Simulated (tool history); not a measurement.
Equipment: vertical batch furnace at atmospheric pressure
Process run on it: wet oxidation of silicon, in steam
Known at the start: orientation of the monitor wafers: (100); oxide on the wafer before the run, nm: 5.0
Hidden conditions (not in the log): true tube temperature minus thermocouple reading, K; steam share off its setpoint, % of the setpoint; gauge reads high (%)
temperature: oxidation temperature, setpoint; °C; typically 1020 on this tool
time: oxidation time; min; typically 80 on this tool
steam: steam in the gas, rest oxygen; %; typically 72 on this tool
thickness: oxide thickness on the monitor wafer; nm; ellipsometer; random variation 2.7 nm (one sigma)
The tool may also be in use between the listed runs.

| run | day | temperature | time | steam | wafers since the last listed run | hours since the last temperature calibration | hours since the steam generator was serviced | hours since the gauge calibration | read-back reference wafer on the same gauge, thickness | thickness |
|---|---|---|---|---|---|---|---|---|---|---|
| 1 | 0 | 1020 | 80 | 67 | 0 | 4637.4 | 2066.1 | 343.7 | 471.05 | 471.12 |
| 2 | 2.129 | 1003 | 80 | 72 | 550 | 4688.5 | 2117.2 | 394.8 | 469.82 | 437.13 |
| 3 | 4.35 | 1003 | 80 | 72 | 574 | 4741.8 | 2170.5 | 448.1 | 468.9 | 438.43 |
| 4 | 6.617 | 1020 | 80 | 72 | 586 | 4796.2 | 2224.9 | 502.5 | 467.48 | 489.23 |
| 5 | 8.179 | 1020 | 80 | 72 | 404 | 4833.7 | 2262.4 | 540 | 467.27 | 487.75 |
| 6 | 10.112 | 1020 | 80 | 72 | 500 | 4880.1 | 2308.8 | 586.4 | 465.59 | 485.07 |
| 7 | 11.112 | 1020 | 102.5 | 76 | 258 | 4904.1 | 2332.8 | 610.4 | 465.84 | 588 |
| 8 | 12.129 | 1020 | 102.5 | 76 | 262 | 4928.5 | 2357.2 | 634.8 | 465.38 | 587.14 |
|  | 13.258 | thermocouples replaced and temperature profile calibrated |
| 9 | 14.529 | 1020 | 80 | 72 | 362 | 30.5 | 2414.8 | 692.4 | 463.89 | 483.41 |
| 10 | 16.767 | 1020 | 66.5 | 72 | 578 | 84.2 | 2468.5 | 746.1 | 462.62 | 428.92 |
|  | 17.55 | gauge calibrated |
| 11 | 18.529 | 1005 | 80 | 72 | 455 | 126.5 | 2510.8 | 23.5 | 479.36 | 453.24 |
| 12 | 20.6 | 999 | 69.5 | 63 | 535 | 176.2 | 2560.5 | 73.2 | 477.33 | 363.46 |
| 13 | 21.646 | 1040 | 94.5 | 83 | 270 | 201.3 | 2585.6 | 98.3 | 477 | 676.01 |
|  | 23.596 | steam generator serviced |
| 14 | 24.621 | 1030 | 47.5 | 72 | 510 | 272.7 | 24.6 | 169.7 | 475.81 | 377.74 |
| 15 | 27.333 | 1020 | 80 | 72 | 701 | 337.8 | 89.7 | 234.8 | 474.3 | 497.85 |
| 16 | 30.292 | 1039 | 108 | 72 | 765 | 408.8 | 160.7 | 305.8 | 474.2 | 661.34 |

Consider 3 possible next runs. They are alternatives, not a sequence: every one starts from the tool as it was left by run 16. What does each give?
| A | 30.496 | 1020 | 80 | 72 | 52 | 413.7 | 165.6 | 310.7 | ? | ? |
| B | 30.496 | 1020 | 54 | 72 | 52 | 413.7 | 165.6 | 310.7 | ? | ? |
| C | 30.496 | 1000 | 103.5 | 82 | 52 | 413.7 | 165.6 | 310.7 | ? | ? |

| run | read-back reference wafer on the same gauge, thickness | thickness |
|---|---|---|
| A | 473.05 | 495.8 |
| B | 473.05 | 382.87 |
| C | 473.05 | 561.27 |
With the hidden condition removed and each run's random variation left untouched, the same runs would have given:
| run | thickness |
|---|---|
| A | 501.96 |
| B | 387.63 |
| C | 568.25 |
